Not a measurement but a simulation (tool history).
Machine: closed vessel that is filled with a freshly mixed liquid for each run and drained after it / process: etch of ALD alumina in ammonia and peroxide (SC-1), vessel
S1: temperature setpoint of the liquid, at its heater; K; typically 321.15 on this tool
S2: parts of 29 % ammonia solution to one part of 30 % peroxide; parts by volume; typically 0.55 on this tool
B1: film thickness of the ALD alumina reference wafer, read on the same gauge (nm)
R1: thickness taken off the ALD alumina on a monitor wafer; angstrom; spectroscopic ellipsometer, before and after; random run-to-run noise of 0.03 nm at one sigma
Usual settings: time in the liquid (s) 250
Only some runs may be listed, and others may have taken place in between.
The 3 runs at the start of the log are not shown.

run 4 day=3.112 | S1=321.15 S2=0.80 time_in_the_liquid_(s)=300 | B1=79.98 | R1=157.2
run 5 day=3.621 | S1=321.15 S2=0.80 time_in_the_liquid_(s)=300 | B1=80.00 | R1=157.7
run 6 day=5.104 | S1=321.15 S2=0.80 time_in_the_liquid_(s)=300 | B1=80.02 | R1=158.2
run 7 day=5.746 | S1=321.15 S2=0.40 time_in_the_liquid_(s)=355 | B1=79.99 | R1=175.0
run 8 day=7.154 | S1=321.15 S2=0.40 time_in_the_liquid_(s)=355 | B1=80.02 | R1=175.5
run 9 day=7.725 | S1=321.15 S2=0.55 time_in_the_liquid_(s)=145 | B1=79.99 | R1=74.0
-- day=8.629 new drum of ammonia solution connected
run 10 day=9.150 | S1=321.15 S2=0.55 time_in_the_liquid_(s)=145 | B1=80.02 | R1=74.5
-- day=9.483 gauge calibrated
run 11 day=9.833 | S1=321.15 S2=0.55 time_in_the_liquid_(s)=145 | B1=79.99 | R1=74.4
run 12 day=10.829 | S1=321.15 S2=0.55 time_in_the_liquid_(s)=250 | B1=80.01 | R1=128.8
run 13 day=11.788 | S1=321.15 S2=0.55 time_in_the_liquid_(s)=250 | B1=80.02 | R1=128.7
run 14 day=13.038 | S1=321.15 S2=0.55 time_in_the_liquid_(s)=250 | B1=80.00 | R1=128.9
run 15 day=13.629 | S1=317.15 S2=0.30 time_in_the_liquid_(s)=305 | B1=80.02 | R1=118.6
run 16 day=14.367 | S1=329.15 S2=0.55 time_in_the_liquid_(s)=330 | B1=79.96 | R1=261.9
run 17 day=15.317 | S1=313.15 S2=0.75 time_in_the_liquid_(s)=375 | B1=80.00 | R1=126.4
run 18 day=16.054 | S1=313.15 S2=0.80 time_in_the_liquid_(s)=115 | B1=79.99 | R1=39.1
-- day=16.300 thermometer replaced
run 19 day=16.892 | S1=321.15 S2=0.55 time_in_the_liquid_(s)=250 | B1=79.99 | R1=121.1
-- day=17.454 ammonia flow meter replaced
run 20 day=17.517 | S1=325.65 S2=0.80 time_in_the_liquid_(s)=315 | B1=80.03 | R1=202.5
run 21 day=18.683 | S1=317.65 S2=0.65 time_in_the_liquid_(s)=375 | B1=79.99 | R1=152.2
run 22 day=19.950 | S1=325.65 S2=0.55 time_in_the_liquid_(s)=250 | B1=80.02 | R1=155.2

Expected results for the next run?
run 23 day=21.238 | S1=313.15 S2=0.80 time_in_the_liquid_(s)=115 | B1=? | R1=?

Run 23 gave B1 79.99, R1 36.7 angstrom.
Had the tool carried no hidden state, the very same run would have given R1 36.7 angstrom.

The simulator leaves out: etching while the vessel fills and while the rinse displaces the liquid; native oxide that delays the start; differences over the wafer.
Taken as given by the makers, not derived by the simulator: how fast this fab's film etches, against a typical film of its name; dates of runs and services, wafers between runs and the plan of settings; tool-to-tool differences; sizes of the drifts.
